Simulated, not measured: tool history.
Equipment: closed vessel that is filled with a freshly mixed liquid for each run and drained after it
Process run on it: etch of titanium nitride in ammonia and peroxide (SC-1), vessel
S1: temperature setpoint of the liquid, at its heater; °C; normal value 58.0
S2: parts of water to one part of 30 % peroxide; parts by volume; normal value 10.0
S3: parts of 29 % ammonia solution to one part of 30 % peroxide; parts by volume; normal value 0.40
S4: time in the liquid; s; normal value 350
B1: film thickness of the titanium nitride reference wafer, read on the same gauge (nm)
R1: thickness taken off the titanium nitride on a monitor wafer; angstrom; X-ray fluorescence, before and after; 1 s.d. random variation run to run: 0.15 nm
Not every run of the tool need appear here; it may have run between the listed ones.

run 1 hour=0.0 | S1=58.0 S2=10.0 S3=0.30 S4=350 | B1=49.97 | R1=163.4
run 2 hour=34.5 | S1=61.5 S2=10.0 S3=0.50 S4=350 | B1=49.98 | R1=225.8
run 3 hour=52.0 | S1=58.0 S2=10.0 S3=0.40 S4=350 | B1=50.00 | R1=169.9
run 4 hour=70.0 | S1=58.0 S2=10.0 S3=0.40 S4=350 | B1=49.99 | R1=169.6
run 5 hour=86.6 | S1=58.0 S2=10.0 S3=0.40 S4=350 | B1=49.99 | R1=167.7
run 6 hour=102.8 | S1=58.0 S2=13.0 S3=0.40 S4=350 | B1=50.01 | R1=149.3
run 7 hour=123.3 | S1=58.0 S2=10.0 S3=0.40 S4=350 | B1=49.99 | R1=171.9
run 8 hour=142.3 | S1=58.0 S2=13.5 S3=0.50 S4=350 | B1=49.96 | R1=152.5
run 9 hour=177.9 | S1=67.5 S2=14.5 S3=0.40 S4=350 | B1=50.00 | R1=260.4
run 10 hour=243.2 | S1=51.0 S2=12.5 S3=0.40 S4=350 | B1=50.02 | R1=84.7
run 11 hour=278.5 | S1=58.0 S2=10.0 S3=0.40 S4=350 | B1=50.03 | R1=156.3
run 12 hour=310.8 | S1=51.0 S2=10.0 S3=0.60 S4=350 | B1=50.01 | R1=103.0
run 13 hour=342.7 | S1=58.0 S2=10.0 S3=0.40 S4=350 | B1=50.03 | R1=153.4
run 14 hour=366.8 | S1=58.0 S2=10.0 S3=0.25 S4=350 | B1=49.97 | R1=139.7
run 15 hour=398.8 | S1=58.0 S2=12.0 S3=0.50 S4=350 | B1=49.99 | R1=175.9
run 16 hour=414.8 | S1=67.5 S2=12.5 S3=0.40 S4=555 | B1=50.00 | R1=489.9
run 17 hour=440.6 | S1=58.0 S2=10.0 S3=0.40 S4=350 | B1=50.01 | R1=186.8
run 18 hour=468.1 | S1=58.0 S2=13.5 S3=0.40 S4=350 | B1=50.01 | R1=159.8
run 19 hour=500.9 | S1=58.0 S2=10.0 S3=0.40 S4=215 | B1=50.02 | R1=115.5
run 20 hour=528.2 | S1=64.0 S2=5.0 S3=0.40 S4=350 | B1=49.99 | R1=385.9
run 21 hour=542.9 | S1=55.5 S2=10.0 S3=0.40 S4=425 | B1=49.98 | R1=193.3
run 22 hour=567.2 | S1=48.5 S2=10.0 S3=0.40 S4=220 | B1=50.04 | R1=61.6
run 23 hour=584.3 | S1=58.0 S2=14.5 S3=0.55 S4=350 | B1=50.00 | R1=163.1
run 24 hour=619.3 | S1=50.5 S2=13.0 S3=0.40 S4=350 | B1=49.95 | R1=97.3
run 25 hour=647.8 | S1=64.0 S2=5.0 S3=0.40 S4=350 | B1=50.00 | R1=382.5
run 26 hour=660.1 | S1=61.5 S2=10.0 S3=0.25 S4=350 | B1=50.03 | R1=213.6
run 27 hour=679.0 | S1=65.5 S2=14.0 S3=0.60 S4=415 | B1=49.98 | R1=323.6
run 28 hour=694.9 | S1=54.0 S2=7.0 S3=0.30 S4=350 | B1=50.00 | R1=159.7

The log once held 5 entries between its listed runs, left out of this copy. Where does each go, and what is different about the tool's unlogged condition between the listed run before it and the listed run after it?
Between runs 9 and 10: thermometer replaced (hour 185.3)
  liquid colder than its thermometer reads (K): 1.84 -> 3.12
  the result without the hidden state subtracted from the measured one, R1: -32.0 -> -20.6 angstrom
Between runs 14 and 15: gauge calibrated (hour 386.0); thermometer replaced, repeated, since the last time left the tool worse (hour 394.0)
  liquid colder than its thermometer reads (K): 3.23 -> 0.248
  the result without the hidden state subtracted from the measured one, R1: -33.7 -> -2.9 angstrom
Between runs 17 and 18: ammonia flow meter replaced (hour 459.6)
  liquid colder than its thermometer reads (K): 0.285 -> 0.309
  the result without the hidden state subtracted from the measured one, R1: -3.5 -> -3.3 angstrom
Between runs 21 and 22: new drum of ammonia solution connected (hour 563.7)
  liquid colder than its thermometer reads (K): 0.374 -> 0.395
  the result without the hidden state subtracted from the measured one, R1: -4.9 -> -1.7 angstrom
